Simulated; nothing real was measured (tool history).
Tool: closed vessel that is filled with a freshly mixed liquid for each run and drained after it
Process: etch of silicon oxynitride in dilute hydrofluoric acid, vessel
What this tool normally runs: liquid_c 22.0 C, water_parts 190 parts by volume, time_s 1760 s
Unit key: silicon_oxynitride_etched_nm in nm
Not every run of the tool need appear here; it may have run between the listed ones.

run	day	liquid_c	water_parts	time_s	wafers since the last listed run	hours since the thermometer was replaced	hours since the hydrofluoric acid flow meter was replaced	hours since the gauge calibration	read-back film thickness of the silicon oxynitride reference wafer, read on the same gauge (nm)	silicon_oxynitride_etched_nm
1	0.000	22.0	190	1760	0	282.8	440.6	941.7	89.98	27.75
2	1.183	22.0	190	1760	1024	311.2	469.0	970.1	90.00	27.65
3	1.842	22.0	190	1760	570	327.0	484.8	985.9	90.06	27.95
# day 1.900: gauge calibrated
4	2.762	22.0	190	1760	797	349.1	506.9	20.7	90.02	27.72
5	4.050	22.0	190	1760	1114	380.0	537.8	51.6	90.02	27.87
6	5.371	22.0	190	1760	1143	411.7	569.5	83.3	89.98	28.03
7	6.029	18.5	190	1760	570	427.5	585.3	99.1	89.98	23.73
8	6.746	18.5	190	1760	620	444.7	602.5	116.3	89.98	24.01
9	7.917	18.5	190	1760	1013	472.8	630.6	144.4	89.99	23.99
10	9.046	22.0	140	2635	977	499.9	657.7	171.5	89.99	59.80
# day 9.642: hydrofluoric acid flow meter replaced
11	10.379	26.5	265	1760	1118	531.9	17.7	203.5	89.99	22.54
# day 11.292: thermometer replaced
12	11.579	22.0	190	1760	1002	6.9	46.5	232.3	90.03	26.79
13	12.400	22.0	150	2445	710	26.6	66.2	252.0	90.01	48.04
14	13.471	26.0	190	1760	927	52.3	91.9	277.7	89.98	32.21
15	14.350	18.5	190	1760	761	73.4	113.0	298.8	89.99	22.76
16	15.450	20.0	250	1115	952	99.8	139.4	325.2	90.01	11.42
17	15.988	25.5	235	1265	465	112.7	152.3	338.1	90.00	17.66
18	16.846	22.0	265	1760	743	133.3	172.9	358.7	90.01	18.46
19	18.138	20.0	190	1250	1118	164.3	203.9	389.7	90.00	17.58
20	18.796	22.0	190	1760	570	180.1	219.7	405.5	89.99	27.32
21	19.692	23.0	235	1760	775	201.6	241.2	427.0	89.93	22.34
22	21.104	22.0	190	1760	1223	235.5	275.1	460.9	90.00	27.28
23	22.379	22.0	110	1760	1104	266.1	305.7	491.5	89.96	50.35
24	23.338	25.5	140	1760	829	289.1	328.7	514.5	89.94	45.41
25	23.988	22.0	190	1760	562	304.7	344.3	530.1	90.01	27.63
26	25.054	22.0	190	1760	923	330.3	369.9	555.7	89.97	27.38
27	26.412	22.0	190	1760	1176	362.9	402.5	588.3	90.03	27.71
28	27.608	22.0	190	1760	1035	391.6	431.2	617.0	90.00	27.92
29	28.921	20.0	115	1760	1136	423.1	462.7	648.5	90.02	44.30
30	29.442	22.0	245	1760	450	435.6	475.2	661.0	89.98	20.86
31	30.404	22.0	190	1760	833	458.7	498.3	684.1	90.03	28.01
32	31.038	22.0	270	1760	548	473.9	513.5	699.3	90.01	18.77

Alternative continuations, all from the tool just after run 32; predict every row:
A	31.083	22.0	190	2125	39	475.0	514.6	700.4	?	?
B	31.083	26.0	125	1760	39	475.0	514.6	700.4	?	?
C	31.083	20.5	130	2355	39	475.0	514.6	700.4	?	?
D	31.083	27.0	265	775	39	475.0	514.6	700.4	?	?
E	31.083	22.0	190	2560	39	475.0	514.6	700.4	?	?

run	read-back film thickness of the silicon oxynitride reference wafer, read on the same gauge (nm)	silicon_oxynitride_etched_nm
A	89.97	33.68
B	89.97	53.52
C	89.97	53.07
D	89.97	10.36
E	89.97	40.57
What these runs would have given with no unlogged condition in the tool:
run	silicon_oxynitride_etched_nm
A	31.87
B	50.68
C	50.21
D	9.81
E	38.39

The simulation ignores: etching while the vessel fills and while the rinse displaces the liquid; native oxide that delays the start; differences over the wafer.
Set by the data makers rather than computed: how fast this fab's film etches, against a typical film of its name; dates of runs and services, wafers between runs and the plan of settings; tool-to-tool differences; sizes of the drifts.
